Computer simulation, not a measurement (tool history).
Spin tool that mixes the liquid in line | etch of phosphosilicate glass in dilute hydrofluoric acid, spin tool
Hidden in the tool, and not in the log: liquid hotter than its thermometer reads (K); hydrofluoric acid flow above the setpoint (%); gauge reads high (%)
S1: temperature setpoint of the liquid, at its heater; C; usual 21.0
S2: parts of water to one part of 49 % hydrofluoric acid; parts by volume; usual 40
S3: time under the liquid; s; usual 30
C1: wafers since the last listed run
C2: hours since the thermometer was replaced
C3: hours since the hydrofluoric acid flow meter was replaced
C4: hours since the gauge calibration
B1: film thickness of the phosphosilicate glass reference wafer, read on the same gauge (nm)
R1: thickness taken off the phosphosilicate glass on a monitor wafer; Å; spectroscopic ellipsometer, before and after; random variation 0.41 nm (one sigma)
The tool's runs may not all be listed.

run 1 day=0.000 | S1=21.0 S2=45 S3=30 | C1=0 C2=1658.9 C3=1156.1 C4=582.5 | B1=83.46 | R1=560.9
run 2 day=2.029 | S1=21.0 S2=45 S3=30 | C1=513 C2=1707.6 C3=1204.8 C4=631.2 | B1=83.57 | R1=556.6
run 3 day=4.967 | S1=21.0 S2=40 S3=30 | C1=742 C2=1778.1 C3=1275.3 C4=701.7 | B1=83.75 | R1=630.1
run 4 day=6.488 | S1=21.0 S2=40 S3=30 | C1=384 C2=1814.6 C3=1311.8 C4=738.2 | B1=83.85 | R1=635.9
run 5 day=8.675 | S1=21.0 S2=40 S3=30 | C1=553 C2=1867.1 C3=1364.3 C4=790.7 | B1=83.95 | R1=637.4
run 6 day=11.246 | S1=21.0 S2=40 S3=30 | C1=650 C2=1928.8 C3=1426.0 C4=852.4 | B1=84.06 | R1=632.9
run 7 day=13.129 | S1=21.0 S2=40 S3=30 | C1=476 C2=1974.0 C3=1471.2 C4=897.6 | B1=84.12 | R1=638.4
run 8 day=15.525 | S1=21.0 S2=55 S3=25 | C1=605 C2=2031.5 C3=1528.7 C4=955.1 | B1=84.16 | R1=378.2
run 9 day=17.700 | S1=21.0 S2=55 S3=25 | C1=549 C2=2083.7 C3=1580.9 C4=1007.3 | B1=84.23 | R1=379.5
run 10 day=19.688 | S1=21.0 S2=40 S3=40 | C1=502 C2=2131.4 C3=1628.6 C4=1055.0 | B1=84.29 | R1=856.3
run 11 day=22.308 | S1=21.0 S2=40 S3=30 | C1=662 C2=2194.3 C3=1691.5 C4=1117.9 | B1=84.36 | R1=637.1
run 12 day=23.912 | S1=21.0 S2=40 S3=30 | C1=405 C2=2232.8 C3=1730.0 C4=1156.4 | B1=84.34 | R1=644.4
run 13 day=30.671 | S1=21.0 S2=40 S3=30 | C1=1708 C2=2395.0 C3=1892.2 C4=1318.6 | B1=84.48 | R1=639.1
-- day=31.292 gauge calibrated
run 14 day=31.846 | S1=21.0 S2=40 S3=30 | C1=297 C2=2423.2 C3=1920.4 C4=13.3 | B1=80.21 | R1=612.5
run 15 day=33.029 | S1=18.0 S2=40 S3=30 | C1=299 C2=2451.6 C3=1948.8 C4=41.7 | B1=80.47 | R1=536.1
-- day=34.829 thermometer replaced
run 16 day=35.346 | S1=21.0 S2=45 S3=30 | C1=575 C2=12.4 C3=2004.4 C4=97.3 | B1=80.97 | R1=544.5
-- day=37.312 hydrofluoric acid flow meter replaced
run 17 day=38.133 | S1=25.0 S2=55 S3=30 | C1=694 C2=79.3 C3=19.7 C4=164.2 | B1=81.47 | R1=515.9
run 18 day=39.946 | S1=17.0 S2=20 S3=30 | C1=458 C2=122.8 C3=63.2 C4=207.7 | B1=81.76 | R1=1055.6
run 19 day=42.567 | S1=22.5 S2=40 S3=30 | C1=662 C2=185.7 C3=126.1 C4=270.6 | B1=82.12 | R1=667.0
run 20 day=44.242 | S1=21.0 S2=40 S3=30 | C1=423 C2=225.9 C3=166.3 C4=310.8 | B1=82.37 | R1=620.0
run 21 day=47.212 | S1=25.5 S2=55 S3=20 | C1=751 C2=297.2 C3=237.6 C4=382.1 | B1=82.66 | R1=359.5
run 22 day=49.933 | S1=24.0 S2=40 S3=30 | C1=687 C2=362.5 C3=302.9 C4=447.4 | B1=82.92 | R1=713.3
run 23 day=51.883 | S1=21.0 S2=40 S3=30 | C1=493 C2=409.3 C3=349.7 C4=494.2 | B1=83.09 | R1=629.3
run 24 day=52.888 | S1=21.0 S2=40 S3=30 | C1=253 C2=433.4 C3=373.8 C4=518.3 | B1=83.20 | R1=623.0
run 25 day=54.650 | S1=21.0 S2=40 S3=30 | C1=445 C2=475.7 C3=416.1 C4=560.6 | B1=83.35 | R1=636.6
run 26 day=55.779 | S1=23.5 S2=30 S3=20 | C1=285 C2=502.8 C3=443.2 C4=587.7 | B1=83.40 | R1=627.0
run 27 day=57.162 | S1=19.5 S2=30 S3=15 | C1=349 C2=536.0 C3=476.4 C4=620.9 | B1=83.49 | R1=399.7
run 28 day=58.288 | S1=19.5 S2=25 S3=30 | C1=284 C2=563.0 C3=503.4 C4=647.9 | B1=83.58 | R1=958.9
run 29 day=60.617 | S1=21.0 S2=40 S3=20 | C1=588 C2=618.9 C3=559.3 C4=703.8 | B1=83.67 | R1=423.7

Forecast each of these 5 alternatives for the next run:
run A day=60.633 | S1=21.0 S2=30 S3=30 | C1=4 C2=619.3 C3=559.7 C4=704.2 | B1=? | R1=?
run B day=60.633 | S1=22.5 S2=50 S3=15 | C1=4 C2=619.3 C3=559.7 C4=704.2 | B1=? | R1=?
run C day=60.633 | S1=21.0 S2=45 S3=40 | C1=4 C2=619.3 C3=559.7 C4=704.2 | B1=? | R1=?
run D day=60.633 | S1=21.0 S2=55 S3=30 | C1=4 C2=619.3 C3=559.7 C4=704.2 | B1=? | R1=?
run E day=60.633 | S1=17.5 S2=30 S3=15 | C1=4 C2=619.3 C3=559.7 C4=704.2 | B1=? | R1=?

run=A B1=83.69 R1=855.3
run=B B1=83.69 R1=266.5
run=C B1=83.69 R1=746.2
run=D B1=83.69 R1=452.3
run=E B1=83.69 R1=367.5
Without the tool's hidden state the same runs would have given:
run=A R1=817.7
run=B R1=254.8
run=C R1=713.4
run=D R1=432.4
run=E R1=351.3
